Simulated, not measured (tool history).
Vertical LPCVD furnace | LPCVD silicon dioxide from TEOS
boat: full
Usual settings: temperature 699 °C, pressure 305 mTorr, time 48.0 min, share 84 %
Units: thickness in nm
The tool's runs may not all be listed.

run     day  temperature  pressure  time  share  read-back reference wafer on the same gauge, thickness  thickness
  1   0.000          699       305  62.5     84                                                  409.05     478.55
  2   1.292          699       305  62.5     84                                                  408.99     478.25
  3   2.096          699       305  48.0     84                                                  408.99     367.64
  4   3.133          699       305  48.0     84                                                  408.87     367.29
  5   4.079          699       305  48.0     84                                                  409.11     367.16
  6   4.592          699       305  48.0     84                                                  409.14     368.22
  7   5.592          699       305  48.0     84                                                  408.89     367.96
  8   6.912          699       305  48.0     84                                                  408.90     368.54
  9   7.908          699       305  48.0     84                                                  409.00     367.47
      8.842  -- gauge calibrated
      9.912  -- pressure gauge zeroed
 10   9.933          699       305  48.0     84                                                  408.90     369.64
 11  10.162          699       305  48.0     84                                                  408.87     369.79
     12.754  -- thermocouples replaced and temperature profile calibrated
 12  14.425          699       305  48.0     84                                                  408.90     348.99
 13  15.438          702       260  48.0     72                                                  408.91     320.04
 14  16.571          699       305  48.0     84                                                  408.88     350.47
     17.858  -- TEOS flow controller replaced
 15  17.879          702       305  48.0     84                                                  408.82     374.70
 16  19.029          691       370  64.5     78                                                  408.99     413.63
 17  19.954          695       265  41.0     84                                                  408.94     253.85
 18  21.046          699       305  48.0     84                                                  408.87     351.66
 19  22.458          699       305  48.0     84                                                  408.89     350.66
 20  23.058          692       265  41.0     77                                                  409.01     226.48
 21  24.262          699       305  48.0     84                                                  409.01     351.31
 22  24.975          699       305  48.0     84                                                  409.06     350.59
 23  25.492          699       270  32.0     79                                                  409.16     212.92
 24  26.150          691       305  48.0     68                                                  408.88     261.78
 25  26.667          688       265  40.0     90                                                  409.01     218.76

4 ways to go on from here, each from the tool as it stands after run 25. What would each give?
  A  26.842          699       305  48.0     84                                                       ?          ?
  B  26.842          710       305  48.0     72                                                       ?          ?
  C  26.842          699       305  29.5     84                                                       ?          ?
  D  26.842          699       305  63.0     84                                                       ?          ?

run  read-back reference wafer on the same gauge, thickness  thickness
  A                                                  409.05     351.15
  B                                                  409.05     418.83
  C                                                  409.05     215.81
  D                                                  409.05     460.89
Without the tool's hidden state the same runs would have given:
run  thickness
  A     348.78
  B     416.07
  C     214.36
  D     457.78
